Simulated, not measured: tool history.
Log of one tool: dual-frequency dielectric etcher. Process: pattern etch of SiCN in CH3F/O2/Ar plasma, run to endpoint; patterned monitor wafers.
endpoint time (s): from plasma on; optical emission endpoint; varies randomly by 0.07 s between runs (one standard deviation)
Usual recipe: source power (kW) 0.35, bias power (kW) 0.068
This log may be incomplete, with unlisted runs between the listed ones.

| run | hour | source power (kW) | bias power (kW) | wafers since the last listed run | hours since the last wet clean | hours since the last source power generator calibration | hours since the last bias power generator calibration | hours since the last upper electrode change | incoming incoming film thickness, nm | endpoint time (s) |
|---|---|---|---|---|---|---|---|---|---|---|
| 1 | 0 | 0.35 | 0.06 | 0 | 443.1 | 3657.1 | 734.1 | 680.6 | 7.87 | 21.4 |
| 2 | 46.1 | 0.35 | 0.06 | 578 | 489.2 | 3703.2 | 780.2 | 726.7 | 7.88 | 21.2 |
| 3 | 89.4 | 0.35 | 0.06 | 543 | 532.5 | 3746.5 | 823.5 | 770 | 7.81 | 21.3 |
|  | 413.2 | wet clean of the chamber |
| 4 | 413.7 | 0.41 | 0.068 | 3769 | 0.5 | 4070.8 | 1147.8 | 1094.3 | 7.87 | 19.8 |
| 5 | 475.3 | 0.41 | 0.068 | 773 | 62.1 | 4132.4 | 1209.4 | 1155.9 | 7.92 | 19.9 |
| 6 | 524.8 | 0.41 | 0.068 | 621 | 111.6 | 4181.9 | 1258.9 | 1205.4 | 7.9 | 19.8 |
| 7 | 582.4 | 0.35 | 0.072 | 723 | 169.2 | 4239.5 | 1316.5 | 1263 | 7.83 | 20.3 |
| 8 | 672.6 | 0.35 | 0.072 | 1132 | 259.4 | 4329.7 | 1406.7 | 1353.2 | 7.86 | 20.4 |
| 9 | 757.9 | 0.29 | 0.056 | 1070 | 344.7 | 4415 | 1492 | 1438.5 | 7.94 | 23.8 |
| 10 | 820.6 | 0.29 | 0.056 | 787 | 407.4 | 4477.7 | 1554.7 | 1501.2 | 7.92 | 23.8 |
| 11 | 869.3 | 0.35 | 0.056 | 611 | 456.1 | 4526.4 | 1603.4 | 1549.9 | 7.94 | 22.1 |
| 12 | 961.1 | 0.39 | 0.079 | 1152 | 547.9 | 4618.2 | 1695.2 | 1641.7 | 7.92 | 19.2 |
|  | 1004.9 | source power generator calibrated |
| 13 | 1013.7 | 0.35 | 0.06 | 610 | 600.5 | 8.8 | 1747.8 | 1694.3 | 7.88 | 21.6 |
|  | 1048.3 | bias power generator calibrated |
| 14 | 1075.2 | 0.32 | 0.053 | 721 | 662 | 70.3 | 26.9 | 1755.8 | 7.96 | 22.9 |
| 15 | 1170.2 | 0.35 | 0.075 | 1192 | 757 | 165.3 | 121.9 | 1850.8 | 7.88 | 19.9 |
| 16 | 1224 | 0.35 | 0.078 | 675 | 810.8 | 219.1 | 175.7 | 1904.6 | 7.9 | 19.6 |
| 17 | 1296.8 | 0.43 | 0.068 | 913 | 883.6 | 291.9 | 248.5 | 1977.4 | 7.84 | 18.7 |
|  | 1333.8 | wet clean of the chamber |
| 18 | 1339.4 | 0.29 | 0.068 | 233 | 5.6 | 334.5 | 291.1 | 2020 | 7.97 | 22.6 |
| 19 | 1382.3 | 0.38 | 0.078 | 538 | 48.5 | 377.4 | 334 | 2062.9 | 7.83 | 19.2 |
|  | 1475.7 | upper electrode replaced |
| 20 | 1481.5 | 0.28 | 0.068 | 944 | 147.7 | 476.6 | 433.2 | 5.8 | 7.93 | 22.5 |
| 21 | 1539.2 | 0.27 | 0.059 | 724 | 205.4 | 534.3 | 490.9 | 63.5 | 7.94 | 23.9 |
| 22 | 1686.6 | 0.29 | 0.085 | 1850 | 352.8 | 681.7 | 638.3 | 210.9 | 7.93 | 20.8 |
| 23 | 1777 | 0.3 | 0.055 | 1134 | 443.2 | 772.1 | 728.7 | 301.3 | 7.92 | 23.3 |
| 24 | 2084.6 | 0.35 | 0.068 | 3861 | 750.8 | 1079.7 | 1036.3 | 608.9 | 7.93 | 20.6 |
|  | 2194.7 | wet clean of the chamber |
| 25 | 2195.2 | 0.26 | 0.068 | 1087 | 0.5 | 1190.3 | 1146.9 | 719.5 | 7.91 | 23.4 |
| 26 | 2268.6 | 0.35 | 0.08 | 921 | 73.9 | 1263.7 | 1220.3 | 792.9 | 7.94 | 20 |
| 27 | 2364.2 | 0.42 | 0.084 | 1200 | 169.5 | 1359.3 | 1315.9 | 888.5 | 7.95 | 18.4 |
| 28 | 2439.6 | 0.3 | 0.073 | 946 | 244.9 | 1434.7 | 1391.3 | 963.9 | 7.86 | 21.6 |
| 29 | 2503 | 0.38 | 0.077 | 795 | 308.3 | 1498.1 | 1454.7 | 1027.3 | 7.88 | 19.5 |
| 30 | 2562.5 | 0.31 | 0.055 | 746 | 367.8 | 1557.6 | 1514.2 | 1086.8 | 7.83 | 23 |
|  | 2570.8 | bias power generator calibrated |
| 31 | 2622.1 | 0.35 | 0.062 | 697 | 427.4 | 1617.2 | 51.3 | 1146.4 | 7.8 | 20.9 |
| 32 | 2673.8 | 0.35 | 0.08 | 649 | 479.1 | 1668.9 | 103 | 1198.1 | 8 | 19.8 |
| 33 | 2737.7 | 0.41 | 0.057 | 802 | 543 | 1732.8 | 166.9 | 1262 | 7.8 | 20 |
| 34 | 2807.4 | 0.3 | 0.055 | 874 | 612.7 | 1802.5 | 236.6 | 1331.7 | 7.84 | 22.9 |
| 35 | 2894.7 | 0.4 | 0.068 | 1095 | 700 | 1889.8 | 323.9 | 1419 | 7.81 | 19.2 |
| 36 | 2968.5 | 0.35 | 0.068 | 926 | 773.8 | 1963.6 | 397.7 | 1492.8 | 7.87 | 20.3 |

Alternative continuations, all from the tool just after run 36; predict every row:
| A | 2968.9 | 0.35 | 0.068 | 5 | 774.2 | 1964 | 398.1 | 1493.2 | 8 | ? |
| B | 2968.9 | 0.4 | 0.083 | 5 | 774.2 | 1964 | 398.1 | 1493.2 | 8 | ? |
| C | 2968.9 | 0.44 | 0.076 | 5 | 774.2 | 1964 | 398.1 | 1493.2 | 8 | ? |

| run | endpoint time (s) |
|---|---|
| A | 20.7 |
| B | 18.6 |
| C | 18.4 |
Without the tool's hidden state the same runs would have given:
| run | endpoint time (s) |
|---|---|
| A | 21.1 |
| B | 18.9 |
| C | 18.8 |
